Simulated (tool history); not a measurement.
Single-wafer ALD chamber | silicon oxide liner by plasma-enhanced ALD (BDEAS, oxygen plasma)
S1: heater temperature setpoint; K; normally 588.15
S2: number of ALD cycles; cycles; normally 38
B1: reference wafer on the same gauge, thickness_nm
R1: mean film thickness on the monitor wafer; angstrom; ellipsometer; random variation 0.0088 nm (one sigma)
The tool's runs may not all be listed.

Run 1, hour 0: usual settings; B1 3.627. Result: R1 35.14 angstrom.
Run 2, hour 84.2: usual settings; B1 3.621. Result: R1 35.07 angstrom.
Run 3, hour 143.6: usual settings; B1 3.613. Result: R1 35.04 angstrom.
Run 4, hour 250.2: usual settings but S1 595.15 K; B1 3.607. Result: R1 34.53 angstrom.
Run 5, hour 320.8: usual settings but S1 595.15 K; B1 3.6. Result: R1 34.54 angstrom.
Run 6, hour 426.4: usual settings but S1 595.15 K; B1 3.592. Result: R1 34.31 angstrom.
At hour 453.1: thermocouple changed; heater temperature recalibrated.
Run 7, hour 487.5: usual settings; B1 3.584. Result: R1 34.74 angstrom.
At hour 500.7: gauge calibrated.
Run 8, hour 578.9: usual settings; B1 3.647. Result: R1 35.11 angstrom.
Run 9, hour 644.6: usual settings but S2 35 cycles; B1 3.645. Result: R1 32.52 angstrom.
Run 10, hour 708.6: usual settings but S1 600.15 K; B1 3.643. Result: R1 34.61 angstrom.
Run 11, hour 769.1: usual settings but S1 580.15 K, S2 42 cycles; B1 3.642. Result: R1 39.5 angstrom.
Run 12, hour 811.9: usual settings but S1 599.15 K, S2 33 cycles; B1 3.642. Result: R1 30.2 angstrom.
Run 13, hour 899.7: usual settings; B1 3.635. Result: R1 35.29 angstrom.
Run 14, hour 997.1: usual settings but S1 599.15 K, S2 32 cycles; B1 3.632. Result: R1 29.14 angstrom.
Run 15, hour 1100.2: usual settings; B1 3.629. Result: R1 35 angstrom.
Run 16, hour 1197.4: usual settings but S2 42 cycles; B1 3.62. Result: R1 38.69 angstrom.
Run 17, hour 1245.1: usual settings but S1 584.15 K, S2 35 cycles; B1 3.617. Result: R1 32.5 angstrom.

Predict each of these 4 candidate next runs independently; none follows another, all start after run 17:
Run A, hour 1245.6: usual settings; B1 ?. Result: R1 ?.
Run B, hour 1245.6: usual settings but S1 574.15 K, S2 35 cycles; B1 ?. Result: R1 ?.
Run C, hour 1245.6: usual settings but S1 582.15 K, S2 33 cycles; B1 ?. Result: R1 ?.
Run D, hour 1245.6: usual settings but S1 598.15 K, S2 43 cycles; B1 ?. Result: R1 ?.

run     B1     R1
  A  3.615  35.02
  B  3.615  33.06
  C  3.615  30.71
  D  3.615  38.98
What these runs would have given with no unlogged condition in the tool:
run     R1
  A  35.24
  B  33.27
  C   30.9
  D  39.23
